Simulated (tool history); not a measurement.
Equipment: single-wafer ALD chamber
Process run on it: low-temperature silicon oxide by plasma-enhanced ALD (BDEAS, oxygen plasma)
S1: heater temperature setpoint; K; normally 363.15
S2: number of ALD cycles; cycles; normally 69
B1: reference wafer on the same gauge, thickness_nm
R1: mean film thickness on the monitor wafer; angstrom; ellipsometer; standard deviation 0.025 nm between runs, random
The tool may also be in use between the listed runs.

| run | hour | S1 | S2 | B1 | R1 |
|---|---|---|---|---|---|
| 1 | 0.0 | 363.15 | 69 | 8.896 | 100.45 |
| 2 | 24.9 | 363.15 | 69 | 8.905 | 100.34 |
| 3 | 49.8 | 363.15 | 69 | 8.901 | 100.53 |
| 4 | 63.2 | 363.15 | 69 | 8.905 | 100.56 |
| 5 | 94.6 | 363.15 | 69 | 8.905 | 100.36 |
| 6 | 108.3 | 363.15 | 69 | 8.896 | 100.08 |
| 7 | 126.5 | 363.15 | 69 | 8.899 | 100.40 |
|  | 137.6 | gauge calibrated |
| 8 | 145.8 | 373.15 | 69 | 8.899 | 96.87 |
| 9 | 171.1 | 363.15 | 69 | 8.901 | 100.51 |
| 10 | 223.9 | 363.15 | 69 | 8.903 | 100.32 |
|  | 243.3 | thermocouple changed; heater temperature recalibrated |
| 11 | 243.8 | 349.15 | 65 | 8.899 | 98.37 |
| 12 | 259.8 | 369.15 | 75 | 8.900 | 106.50 |
| 13 | 282.8 | 363.15 | 69 | 8.898 | 99.85 |
| 14 | 295.4 | 354.15 | 78 | 8.905 | 116.62 |
| 15 | 311.4 | 356.15 | 64 | 8.896 | 95.30 |

Forecast each of these 4 alternatives for the next run:
| A | 311.9 | 378.15 | 69 | ? | ? |
| B | 311.9 | 354.15 | 69 | ? | ? |
| C | 311.9 | 350.15 | 60 | ? | ? |
| D | 311.9 | 374.15 | 60 | ? | ? |

| run | B1 | R1 |
|---|---|---|
| A | 8.907 | 95.98 |
| B | 8.907 | 103.33 |
| C | 8.907 | 91.03 |
| D | 8.907 | 84.05 |
Without the tool's hidden state the same runs would have given:
| run | R1 |
|---|---|
| A | 95.98 |
| B | 103.33 |
| C | 91.03 |
| D | 84.05 |

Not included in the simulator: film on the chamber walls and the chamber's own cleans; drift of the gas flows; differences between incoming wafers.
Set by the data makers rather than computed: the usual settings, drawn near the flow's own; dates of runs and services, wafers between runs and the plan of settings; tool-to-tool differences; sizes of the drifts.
